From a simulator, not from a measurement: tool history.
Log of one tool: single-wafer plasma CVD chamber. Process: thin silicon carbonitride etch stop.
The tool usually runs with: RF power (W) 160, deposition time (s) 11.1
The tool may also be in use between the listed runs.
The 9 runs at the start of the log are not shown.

run	hour	RF power (W)	deposition time (s)	wafers since the last listed run	hours since the last thermocouple change	hours since the last RF generator calibration	hours since the showerhead was replaced	hours since the gauge calibration	read-back reference wafer on the same gauge, thickness_nm	mean film thickness on the monitor wafer (nm)
# hour 715: gauge calibrated
10	737.4	160	11.1	3229	1706.2	2048.7	1865.2	22.4	4.671	5.515
11	834.4	160	11.1	3135	1803.2	2145.7	1962.2	119.4	4.67	5.548
12	922	160	11.1	2831	1890.8	2233.3	2049.8	207	4.672	5.565
13	1023	160	11.1	3264	1991.8	2334.3	2150.8	308	4.67	5.548
14	1087.9	170	11.1	2097	2056.7	2399.2	2215.7	372.9	4.671	5.657
15	1152.9	170	11.1	2101	2121.7	2464.2	2280.7	437.9	4.674	5.667
16	1221	190	12.9	2201	2189.8	2532.3	2348.8	506	4.675	6.784
17	1275.4	130	10.3	1758	2244.2	2586.7	2403.2	560.4	4.679	4.88
# hour 1290.4: RF generator calibrated
18	1367.6	160	11.1	2721	2336.4	77.2	2495.4	652.6	4.678	5.566
19	1404.6	160	11.1	1196	2373.4	114.2	2532.4	689.6	4.677	5.578
20	1452.2	160	10	1538	2421	161.8	2580	737.2	4.684	4.999
21	1526.2	160	11.7	2392	2495	235.8	2654	811.2	4.687	5.874
22	1588.8	160	11.1	2023	2557.6	298.4	2716.6	873.8	4.688	5.537
23	1649.9	140	11.1	1975	2618.7	359.5	2777.7	934.9	4.69	5.368
24	1739.3	160	11.1	2889	2708.1	448.9	2867.1	1024.3	4.694	5.604
# hour 1761.7: thermocouple changed; heater temperature recalibrated
25	1804	145	12.7	1832	42.3	513.6	2931.8	1089	4.692	6.21
26	1905	190	10.1	3264	143.3	614.6	3032.8	1190	4.702	5.327

What will run 27 give?
27	1985.4	160	11.1	2599	223.7	695	3113.2	1270.4	?	?

read-back reference wafer on the same gauge, thickness_nm: 4.704
mean film thickness on the monitor wafer (nm): 5.591
On a tool with no hidden condition, and with the same random variation, this run would have come out at mean film thickness on the monitor wafer (nm) 5.548.

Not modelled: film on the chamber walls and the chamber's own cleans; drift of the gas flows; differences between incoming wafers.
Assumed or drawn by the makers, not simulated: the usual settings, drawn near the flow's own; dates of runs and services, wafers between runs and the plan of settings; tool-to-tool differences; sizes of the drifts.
